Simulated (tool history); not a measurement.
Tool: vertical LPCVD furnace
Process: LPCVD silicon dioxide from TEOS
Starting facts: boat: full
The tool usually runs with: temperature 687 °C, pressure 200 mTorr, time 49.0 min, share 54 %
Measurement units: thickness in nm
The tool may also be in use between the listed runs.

run	hour	temperature	pressure	time	share	read-back reference wafer on the same gauge, thickness	thickness
1	0.0	687	200	49.0	54	170.93	209.79
2	19.9	695	200	49.0	56	171.05	258.61
3	44.6	695	200	49.0	56	171.06	257.73
4	58.3	695	200	49.0	56	171.07	259.67
5	82.0	687	200	49.0	60	171.17	219.93
6	110.3	687	200	49.0	60	170.94	220.63
7	134.3	687	200	55.0	54	171.04	235.62
8	167.7	687	200	55.0	54	171.20	235.95
9	201.3	687	200	55.0	54	170.86	235.63
10	221.6	687	220	49.0	54	170.90	219.32
# hour 246.6: TEOS flow controller replaced
11	247.1	687	220	49.0	54	170.71	219.54
12	268.7	687	200	43.0	54	170.92	184.22
13	298.8	687	200	43.0	54	170.74	184.53
14	330.1	687	215	58.0	54	171.09	258.36
15	415.8	687	200	49.0	54	171.09	210.00
16	446.6	682	235	35.5	48	170.89	138.43
17	480.7	693	170	37.0	50	171.02	161.54
# hour 491.3: gauge calibrated
18	510.3	687	200	33.0	47	171.00	132.21
19	532.6	687	200	60.5	54	171.04	258.68
20	564.6	681	180	59.0	48	171.14	195.91
21	597.3	694	200	49.0	47	170.98	232.40
22	622.1	687	200	49.0	54	170.96	210.33
# hour 665.8: pressure gauge zeroed
23	666.3	687	200	35.0	47	170.87	139.79
24	670.1	687	200	49.0	54	171.11	209.80
# hour 715.4: thermocouples replaced and temperature profile calibrated
25	741.7	693	225	49.0	54	170.96	246.09
26	755.3	687	175	62.5	54	171.00	238.35
27	776.2	690	200	63.5	54	170.85	277.44
28	812.2	681	165	30.5	62	171.11	105.02
29	834.4	687	215	49.0	54	170.91	207.62
30	868.4	677	200	64.5	54	171.05	207.09
31	904.3	687	200	36.5	54	171.07	149.09
32	938.4	687	200	49.0	54	170.88	201.16

Predict each of these 3 candidate next runs independently; none follows another, all start after run 32:
A	942.3	687	200	42.5	54	?	?
B	942.3	687	185	49.0	54	?	?
C	942.3	687	150	49.0	54	?	?

run	read-back reference wafer on the same gauge, thickness	thickness
A	171.01	174.47
B	171.01	193.46
C	171.01	174.20
Had the tool no hidden state, the same runs would have come out as:
run	thickness
A	172.89
B	191.71
C	172.63
